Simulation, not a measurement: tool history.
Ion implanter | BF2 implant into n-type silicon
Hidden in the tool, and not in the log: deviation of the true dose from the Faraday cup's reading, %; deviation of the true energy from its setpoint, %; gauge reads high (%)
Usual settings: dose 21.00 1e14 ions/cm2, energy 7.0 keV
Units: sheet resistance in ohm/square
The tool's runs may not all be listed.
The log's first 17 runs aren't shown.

| run | hour | dose | energy | wafers since the last listed run | hours since the last dose calibration | hours since the extraction supply was calibrated | hours since the gauge calibration | read-back reference wafer on the same gauge, sheet resistance | sheet resistance |
|---|---|---|---|---|---|---|---|---|---|
| 18 | 1334.9 | 23.20 | 6.0 | 1816 | 118.6 | 4151.2 | 504.3 | 178.01 | 199.39 |
|  | 1399.9 | extraction supply calibrated |
| 19 | 1417.2 | 16.83 | 7.0 | 1723 | 200.9 | 17.3 | 586.6 | 178.04 | 193.57 |
| 20 | 1509.5 | 27.24 | 5.0 | 2140 | 293.2 | 109.6 | 678.9 | 178.00 | 206.48 |
| 21 | 1557.5 | 25.40 | 5.0 | 1113 | 341.2 | 157.6 | 726.9 | 177.96 | 205.64 |
| 22 | 1654.0 | 18.27 | 5.5 | 2238 | 437.7 | 254.1 | 823.4 | 178.03 | 201.44 |
| 23 | 1694.2 | 21.00 | 7.0 | 932 | 477.9 | 294.3 | 863.6 | 178.01 | 191.84 |
| 24 | 1778.9 | 22.69 | 8.5 | 1964 | 562.6 | 379.0 | 948.3 | 177.98 | 183.44 |
| 25 | 1820.3 | 16.83 | 7.0 | 960 | 604.0 | 420.4 | 989.7 | 177.98 | 193.00 |
|  | 1887.5 | Faraday cup replaced and dose calibrated |
| 26 | 1893.0 | 23.17 | 8.0 | 1500 | 5.5 | 493.1 | 1062.4 | 177.93 | 186.24 |
| 27 | 1983.4 | 23.50 | 5.0 | 2096 | 95.9 | 583.5 | 1152.8 | 177.98 | 205.65 |
| 28 | 2019.8 | 23.49 | 5.5 | 844 | 132.3 | 619.9 | 1189.2 | 178.06 | 201.53 |
| 29 | 2072.5 | 26.34 | 9.0 | 1222 | 185.0 | 672.6 | 1241.9 | 177.94 | 181.35 |
| 30 | 2131.5 | 21.00 | 7.0 | 1368 | 244.0 | 731.6 | 1300.9 | 178.03 | 191.17 |
| 31 | 2215.3 | 23.71 | 8.0 | 1943 | 327.8 | 815.4 | 1384.7 | 178.02 | 186.39 |
| 32 | 2252.6 | 18.52 | 9.5 | 865 | 365.1 | 852.7 | 1422.0 | 178.01 | 179.76 |
| 33 | 2327.6 | 15.07 | 9.5 | 1739 | 440.1 | 927.7 | 1497.0 | 178.03 | 183.95 |
| 34 | 2386.5 | 23.78 | 8.5 | 1366 | 499.0 | 986.6 | 1555.9 | 177.94 | 184.04 |
| 35 | 2441.1 | 21.00 | 7.0 | 1266 | 553.6 | 1041.2 | 1610.5 | 177.96 | 191.77 |
|  | 2513.9 | Faraday cup replaced and dose calibrated |
| 36 | 2751.6 | 21.00 | 9.0 | 7015 | 237.7 | 1351.7 | 1921.0 | 177.99 | 180.80 |
| 37 | 2858.9 | 21.00 | 7.0 | 2488 | 345.0 | 1459.0 | 2028.3 | 178.01 | 191.29 |

Forecast each of these 4 alternatives for the next run:
| A | 2859.3 | 21.00 | 7.0 | 9 | 345.4 | 1459.4 | 2028.7 | ? | ? |
| B | 2859.3 | 23.76 | 6.5 | 9 | 345.4 | 1459.4 | 2028.7 | ? | ? |
| C | 2859.3 | 15.07 | 5.0 | 9 | 345.4 | 1459.4 | 2028.7 | ? | ? |
| D | 2859.3 | 27.08 | 6.5 | 9 | 345.4 | 1459.4 | 2028.7 | ? | ? |

| run | read-back reference wafer on the same gauge, sheet resistance | sheet resistance |
|---|---|---|
| A | 178.03 | 191.68 |
| B | 178.03 | 195.18 |
| C | 178.03 | 209.62 |
| D | 178.03 | 196.11 |
Without the tool's hidden state the same runs would have given:
| run | sheet resistance |
|---|---|
| A | 191.63 |
| B | 195.13 |
| C | 209.57 |
| D | 196.06 |

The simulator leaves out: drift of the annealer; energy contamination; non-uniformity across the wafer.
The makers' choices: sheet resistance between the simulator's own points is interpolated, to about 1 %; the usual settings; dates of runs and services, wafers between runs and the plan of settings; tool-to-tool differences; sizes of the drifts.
